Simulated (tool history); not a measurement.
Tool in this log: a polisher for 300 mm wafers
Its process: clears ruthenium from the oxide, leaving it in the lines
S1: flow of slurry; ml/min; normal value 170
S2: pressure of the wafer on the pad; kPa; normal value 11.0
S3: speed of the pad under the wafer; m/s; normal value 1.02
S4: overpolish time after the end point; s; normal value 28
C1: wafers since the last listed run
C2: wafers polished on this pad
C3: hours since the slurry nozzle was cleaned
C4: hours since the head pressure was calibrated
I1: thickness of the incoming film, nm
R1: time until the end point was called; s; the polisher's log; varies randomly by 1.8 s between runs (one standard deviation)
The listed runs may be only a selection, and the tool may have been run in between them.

Run 1, hour 0.0: usual settings; C1 0; C2 293; C3 775.4; C4 1077.4; I1 108.7. Result: R1 119.5 s.
Run 2, hour 8.1: usual settings; C1 49; C2 342; C3 783.5; C4 1085.5; I1 109.0. Result: R1 124.9 s.
Run 3, hour 20.6: usual settings but S4 24 s; C1 76; C2 419; C3 796.0; C4 1098.0; I1 112.6. Result: R1 132.8 s.
Run 4, hour 35.6: usual settings but S4 24 s; C1 92; C2 511; C3 811.0; C4 1113.0; I1 109.6. Result: R1 121.8 s.
Run 5, hour 46.2: usual settings but S1 130 ml/min; C1 65; C2 576; C3 821.6; C4 1123.6; I1 109.2. Result: R1 128.0 s.
Run 6, hour 56.3: usual settings; C1 61; C2 638; C3 831.7; C4 1133.7; I1 109.9. Result: R1 124.4 s.
Run 7, hour 73.7: usual settings but S4 36 s; C1 106; C2 745; C3 849.1; C4 1151.1; I1 110.1. Result: R1 125.6 s.
Run 8, hour 85.7: usual settings but S4 36 s; C1 73; C2 818; C3 861.1; C4 1163.1; I1 108.5. Result: R1 125.5 s.
Run 9, hour 100.3: usual settings; C1 89; C2 908; C3 875.7; C4 1177.7; I1 109.2. Result: R1 124.8 s.
At hour 112.7: worn pad replaced by a new one.
Run 10, hour 113.7: usual settings; C1 57; C2 6; C3 889.1; C4 1191.1; I1 107.6. Result: R1 122.3 s.
Run 11, hour 124.9: usual settings; C1 68; C2 74; C3 900.3; C4 1202.3; I1 111.2. Result: R1 127.1 s.
At hour 139.1: slurry nozzle cleaned.
Run 12, hour 140.6: usual settings; C1 90; C2 164; C3 1.5; C4 1218.0; I1 111.7. Result: R1 126.3 s.
Run 13, hour 151.4: usual settings; C1 66; C2 231; C3 12.3; C4 1228.8; I1 109.8. Result: R1 127.4 s.
At hour 160.0: head pressure recalibrated.
Run 14, hour 164.6: usual settings but S1 215 ml/min, S2 9.0 kPa, S3 1.32 m/s, S4 42 s; C1 68; C2 299; C3 25.5; C4 4.6; I1 111.0. Result: R1 122.2 s.
Run 15, hour 173.6: usual settings but S1 210 ml/min, S2 14.5 kPa; C1 55; C2 355; C3 34.5; C4 13.6; I1 110.8. Result: R1 95.6 s.
Run 16, hour 181.1: usual settings but S1 140 ml/min, S2 15.2 kPa; C1 46; C2 401; C3 42.0; C4 21.1; I1 109.7. Result: R1 95.8 s.
Run 17, hour 197.4: usual settings but S2 9.0 kPa; C1 99; C2 501; C3 58.3; C4 37.4; I1 111.9. Result: R1 153.9 s.
Run 18, hour 204.1: usual settings but S1 215 ml/min; C1 41; C2 542; C3 65.0; C4 44.1; I1 110.7. Result: R1 124.8 s.
Run 19, hour 215.4: usual settings but S1 215 ml/min, S2 8.3 kPa, S3 0.82 m/s, S4 45 s; C1 69; C2 611; C3 76.3; C4 55.4; I1 109.6. Result: R1 181.1 s.
Run 20, hour 224.4: usual settings but S1 140 ml/min, S2 15.2 kPa; C1 55; C2 666; C3 85.3; C4 64.4; I1 108.6. Result: R1 93.9 s.
Run 21, hour 235.3: usual settings but S2 9.7 kPa, S4 33 s; C1 66; C2 733; C3 96.2; C4 75.3; I1 109.4. Result: R1 139.1 s.
Run 22, hour 242.9: usual settings but S4 19 s; C1 46; C2 780; C3 103.8; C4 82.9; I1 110.0. Result: R1 127.1 s.
At hour 248.1: worn pad replaced by a new one.
Run 23, hour 260.5: usual settings but S1 200 ml/min, S2 12.4 kPa; C1 83; C2 76; C3 121.4; C4 100.5; I1 108.7. Result: R1 111.5 s.
Run 24, hour 273.8: usual settings; C1 81; C2 157; C3 134.7; C4 113.8; I1 108.5. Result: R1 120.3 s.

Branching from run 24: 3 alternative next runs. What would each branch give?
Run A, hour 274.3: usual settings but S2 6.9 kPa; C1 3; C2 160; C3 135.2; C4 114.3; I1 111.1. Result: R1 ?.
Run B, hour 274.3: usual settings but S2 12.4 kPa; C1 3; C2 160; C3 135.2; C4 114.3; I1 111.1. Result: R1 ?.
Run C, hour 274.3: usual settings but S2 7.6 kPa; C1 3; C2 160; C3 135.2; C4 114.3; I1 111.1. Result: R1 ?.

run     R1
  A  186.3
  B  113.8
  C  172.6
Without the tool's hidden state the same runs would have given:
run     R1
  A  186.3
  B  113.8
  C  172.6
